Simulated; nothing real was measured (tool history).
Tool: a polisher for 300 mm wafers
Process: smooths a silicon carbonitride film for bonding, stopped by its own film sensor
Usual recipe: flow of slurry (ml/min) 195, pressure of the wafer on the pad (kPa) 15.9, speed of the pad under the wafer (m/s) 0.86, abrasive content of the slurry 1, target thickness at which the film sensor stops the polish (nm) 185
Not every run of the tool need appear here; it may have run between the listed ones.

| run | hour | flow of slurry (ml/min) | pressure of the wafer on the pad (kPa) | speed of the pad under the wafer (m/s) | abrasive content of the slurry | target thickness at which the film sensor stops the polish (nm) | wafers since the last listed run | wafers polished on this pad | hours since the slurry nozzle was cleaned | hours since the head pressure was calibrated | hours since the slurry blender was calibrated | incoming thickness of the incoming film, nm | time until the film sensor stopped the polish (s) |
|---|---|---|---|---|---|---|---|---|---|---|---|---|---|
| 1 | 0 | 195 | 15.9 | 0.86 | 1.2 | 185 | 0 | 93 | 217.9 | 545 | 98.4 | 213 | 102.7 |
| 2 | 83.1 | 195 | 20 | 0.86 | 1 | 185 | 843 | 936 | 301 | 628.1 | 181.5 | 208.1 | 78.1 |
|  | 131.2 | worn pad replaced by a new one |
| 3 | 172.9 | 195 | 15.9 | 0.86 | 1 | 185 | 870 | 423 | 390.8 | 717.9 | 271.3 | 209.4 | 101.9 |
| 4 | 208.2 | 195 | 15.9 | 0.86 | 1 | 185 | 358 | 781 | 426.1 | 753.2 | 306.6 | 207.8 | 94.2 |
| 5 | 229.8 | 195 | 15.9 | 0.86 | 1 | 185 | 219 | 1000 | 447.7 | 774.8 | 328.2 | 206.9 | 90.8 |
| 6 | 259.7 | 195 | 15.9 | 0.86 | 1 | 185 | 303 | 1303 | 477.6 | 804.7 | 358.1 | 211 | 112.2 |
|  | 266.7 | worn pad replaced by a new one |
| 7 | 295.1 | 195 | 15.9 | 0.86 | 1 | 185 | 318 | 288 | 513 | 840.1 | 393.5 | 210 | 97.9 |
| 8 | 319.3 | 195 | 15.9 | 0.86 | 1 | 185 | 245 | 533 | 537.2 | 864.3 | 417.7 | 210.2 | 101.7 |
| 9 | 351.3 | 195 | 15.9 | 0.86 | 0.8 | 185 | 324 | 858 | 569.2 | 896.3 | 449.7 | 211.7 | 117.3 |
|  | 355 | slurry blender recalibrated |
| 10 | 372.5 | 195 | 12.4 | 0.86 | 1 | 185 | 194 | 1053 | 590.4 | 917.5 | 17.5 | 212.2 | 149.4 |
|  | 385.3 | slurry nozzle cleaned |
| 11 | 404.4 | 195 | 12.4 | 0.86 | 1 | 185 | 313 | 1366 | 19.1 | 949.4 | 49.4 | 211 | 133.7 |
|  | 407.3 | head pressure recalibrated |
|  | 422.6 | worn pad replaced by a new one |
| 12 | 432.3 | 195 | 15.9 | 0.86 | 1.1 | 185 | 222 | 98 | 47 | 25 | 77.3 | 209.4 | 104.4 |

Predict the results of run 13:
| 13 | 460.8 | 195 | 15.9 | 0.86 | 1 | 185 | 289 | 387 | 75.5 | 53.5 | 105.8 | 206 | ? |

time until the film sensor stopped the polish (s): 92.6
With the hidden condition absent and the run-to-run variation left alone, this run would have shown time until the film sensor stopped the polish (s) 88.6.
